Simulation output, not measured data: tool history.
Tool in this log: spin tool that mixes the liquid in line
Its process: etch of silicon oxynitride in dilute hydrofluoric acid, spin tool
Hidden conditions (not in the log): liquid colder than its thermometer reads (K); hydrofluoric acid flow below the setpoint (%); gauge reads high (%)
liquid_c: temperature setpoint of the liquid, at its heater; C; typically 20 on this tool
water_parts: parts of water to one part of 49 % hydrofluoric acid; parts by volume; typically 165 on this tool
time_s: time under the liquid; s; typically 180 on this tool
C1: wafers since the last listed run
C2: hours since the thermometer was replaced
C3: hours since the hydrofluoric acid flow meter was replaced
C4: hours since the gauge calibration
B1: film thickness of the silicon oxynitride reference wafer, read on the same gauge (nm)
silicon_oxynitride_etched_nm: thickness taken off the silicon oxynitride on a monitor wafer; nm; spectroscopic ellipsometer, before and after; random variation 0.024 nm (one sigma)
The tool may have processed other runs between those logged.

Run 1, hour 0: usual settings but liquid_c 18 C; C1 0; C2 59.7; C3 202.6; C4 338.8; B1 129.991. Result: silicon_oxynitride_etched_nm 0.969 nm.
Run 2, hour 33.6: usual settings but liquid_c 18 C; C1 230; C2 93.3; C3 236.2; C4 372.4; B1 130.001. Result: silicon_oxynitride_etched_nm 0.945 nm.
Run 3, hour 62.8: usual settings; C1 200; C2 122.5; C3 265.4; C4 401.6; B1 129.992. Result: silicon_oxynitride_etched_nm 1.094 nm.
Run 4, hour 90.8: usual settings; C1 191; C2 150.5; C3 293.4; C4 429.6; B1 129.996. Result: silicon_oxynitride_etched_nm 1.04 nm.
Run 5, hour 107: usual settings; C1 110; C2 166.7; C3 309.6; C4 445.8; B1 129.985. Result: silicon_oxynitride_etched_nm 1.042 nm.
Run 6, hour 131.5: usual settings but time_s 105 s; C1 167; C2 191.2; C3 334.1; C4 470.3; B1 129.998. Result: silicon_oxynitride_etched_nm 0.627 nm.
Run 7, hour 153.3: usual settings; C1 149; C2 213; C3 355.9; C4 492.1; B1 130.02. Result: silicon_oxynitride_etched_nm 1.027 nm.
Run 8, hour 179.7: usual settings; C1 180; C2 239.4; C3 382.3; C4 518.5; B1 129.996. Result: silicon_oxynitride_etched_nm 1.101 nm.
Run 9, hour 192.1: usual settings; C1 84; C2 251.8; C3 394.7; C4 530.9; B1 129.986. Result: silicon_oxynitride_etched_nm 1.066 nm.
At hour 220.6: gauge calibrated.
Run 10, hour 225.4: usual settings; C1 228; C2 285.1; C3 428; C4 4.8; B1 129.983. Result: silicon_oxynitride_etched_nm 1.028 nm.
At hour 232.2: hydrofluoric acid flow meter replaced.
Run 11, hour 250.5: usual settings but liquid_c 23.5 C, time_s 205 s; C1 165; C2 310.2; C3 18.3; C4 29.9; B1 130.022. Result: silicon_oxynitride_etched_nm 1.254 nm.
Run 12, hour 281.9: usual settings but liquid_c 23.5 C, time_s 205 s; C1 215; C2 341.6; C3 49.7; C4 61.3; B1 129.987. Result: silicon_oxynitride_etched_nm 1.315 nm.
Run 13, hour 302.2: usual settings but liquid_c 23.5 C, time_s 205 s; C1 139; C2 361.9; C3 70; C4 81.6; B1 130.019. Result: silicon_oxynitride_etched_nm 1.281 nm.
Run 14, hour 334.8: usual settings; C1 223; C2 394.5; C3 102.6; C4 114.2; B1 130.009. Result: silicon_oxynitride_etched_nm 0.954 nm.
At hour 360.1: hydrofluoric acid flow meter replaced, repeated, since the last time left the tool worse.
Run 15, hour 364.8: usual settings; C1 198; C2 424.5; C3 4.7; C4 144.2; B1 130.013. Result: silicon_oxynitride_etched_nm 1.103 nm.
Run 16, hour 394.7: usual settings but liquid_c 17 C, time_s 280 s; C1 204; C2 454.4; C3 34.6; C4 174.1; B1 129.986. Result: silicon_oxynitride_etched_nm 1.553 nm.
Run 17, hour 425.3: usual settings but liquid_c 24.5 C; C1 209; C2 485; C3 65.2; C4 204.7; B1 129.989. Result: silicon_oxynitride_etched_nm 1.433 nm.
Run 18, hour 454.6: usual settings but liquid_c 17 C; C1 200; C2 514.3; C3 94.5; C4 234; B1 129.995. Result: silicon_oxynitride_etched_nm 0.997 nm.
Run 19, hour 481.3: usual settings; C1 182; C2 541; C3 121.2; C4 260.7; B1 129.998. Result: silicon_oxynitride_etched_nm 1.108 nm.
Run 20, hour 515.1: usual settings but water_parts 235 parts by volume, time_s 145 s; C1 231; C2 574.8; C3 155; C4 294.5; B1 129.977. Result: silicon_oxynitride_etched_nm 0.613 nm.
Run 21, hour 537.1: usual settings but liquid_c 22.5 C; C1 150; C2 596.8; C3 177; C4 316.5; B1 130.018. Result: silicon_oxynitride_etched_nm 1.216 nm.
At hour 555.5: thermometer replaced.
Run 22, hour 559.7: usual settings but liquid_c 22.5 C, water_parts 190 parts by volume, time_s 85 s; C1 147; C2 4.2; C3 199.6; C4 339.1; B1 129.992. Result: silicon_oxynitride_etched_nm 0.495 nm.
Run 23, hour 593: usual settings but liquid_c 23.5 C; C1 228; C2 37.5; C3 232.9; C4 372.4; B1 130.005. Result: silicon_oxynitride_etched_nm 1.29 nm.
Run 24, hour 624.4: usual settings but liquid_c 17 C, water_parts 220 parts by volume; C1 215; C2 68.9; C3 264.3; C4 403.8; B1 130.027. Result: silicon_oxynitride_etched_nm 0.686 nm.
Run 25, hour 637.7: usual settings; C1 91; C2 82.2; C3 277.6; C4 417.1; B1 129.992. Result: silicon_oxynitride_etched_nm 1.098 nm.
Run 26, hour 668.3: usual settings but time_s 145 s; C1 209; C2 112.8; C3 308.2; C4 447.7; B1 130.001. Result: silicon_oxynitride_etched_nm 0.872 nm.
Run 27, hour 703.5: usual settings but time_s 225 s; C1 241; C2 148; C3 343.4; C4 482.9; B1 129.989. Result: silicon_oxynitride_etched_nm 1.312 nm.
Run 28, hour 737.3: usual settings but liquid_c 17 C, water_parts 100 parts by volume, time_s 115 s; C1 231; C2 181.8; C3 377.2; C4 516.7; B1 130.012. Result: silicon_oxynitride_etched_nm 0.974 nm.
At hour 745.2: hydrofluoric acid flow meter replaced.
Run 29, hour 759.7: usual settings but liquid_c 18 C, water_parts 120 parts by volume; C1 146; C2 204.2; C3 14.5; C4 539.1; B1 130.013. Result: silicon_oxynitride_etched_nm 1.434 nm.
Run 30, hour 775.3: usual settings but water_parts 110 parts by volume; C1 106; C2 219.8; C3 30.1; C4 554.7; B1 130.006. Result: silicon_oxynitride_etched_nm 1.754 nm.
Run 31, hour 796.2: usual settings but liquid_c 18 C, time_s 80 s; C1 143; C2 240.7; C3 51; C4 575.6; B1 129.991. Result: silicon_oxynitride_etched_nm 0.461 nm.
Run 32, hour 820.1: usual settings; C1 163; C2 264.6; C3 74.9; C4 599.5; B1 129.998. Result: silicon_oxynitride_etched_nm 1.114 nm.
At hour 824.6: gauge calibrated.
Run 33, hour 836.5: usual settings but time_s 235 s; C1 112; C2 281; C3 91.3; C4 11.9; B1 129.994. Result: silicon_oxynitride_etched_nm 1.424 nm.

Hidden state at the last listed run before each entry between runs and at the first one after, where it differs:
Between runs 9 and 10: gauge calibrated (hour 220.6)
  hydrofluoric acid flow below the setpoint (%): 7.33 -> 7.92
  measured minus no-state result, silicon_oxynitride_etched_nm: -0.095 -> -0.099 nm
Between runs 10 and 11: hydrofluoric acid flow meter replaced (hour 232.2)
  hydrofluoric acid flow below the setpoint (%): 7.92 -> 13.7
  measured minus no-state result, silicon_oxynitride_etched_nm: -0.099 -> -0.227 nm
Between runs 14 and 15: hydrofluoric acid flow meter replaced, repeated, since the last time left the tool worse (hour 360.1)
  hydrofluoric acid flow below the setpoint (%): 15.2 -> 0.476
  measured minus no-state result, silicon_oxynitride_etched_nm: -0.193 -> -0.006 nm
Between runs 21 and 22: thermometer replaced (hour 555.5)
  hydrofluoric acid flow below the setpoint (%): 3.5 -> 3.9
  measured minus no-state result, silicon_oxynitride_etched_nm: -0.049 -> -0.023 nm
Between runs 28 and 29: hydrofluoric acid flow meter replaced (hour 745.2)
  hydrofluoric acid flow below the setpoint (%): 7.02 -> 0.606
  measured minus no-state result, silicon_oxynitride_etched_nm: -0.078 -> -0.009 nm
Between runs 32 and 33: gauge calibrated (hour 824.6)
  hydrofluoric acid flow below the setpoint (%): 1.67 -> 1.95
  measured minus no-state result, silicon_oxynitride_etched_nm: -0.021 -> -0.031 nm

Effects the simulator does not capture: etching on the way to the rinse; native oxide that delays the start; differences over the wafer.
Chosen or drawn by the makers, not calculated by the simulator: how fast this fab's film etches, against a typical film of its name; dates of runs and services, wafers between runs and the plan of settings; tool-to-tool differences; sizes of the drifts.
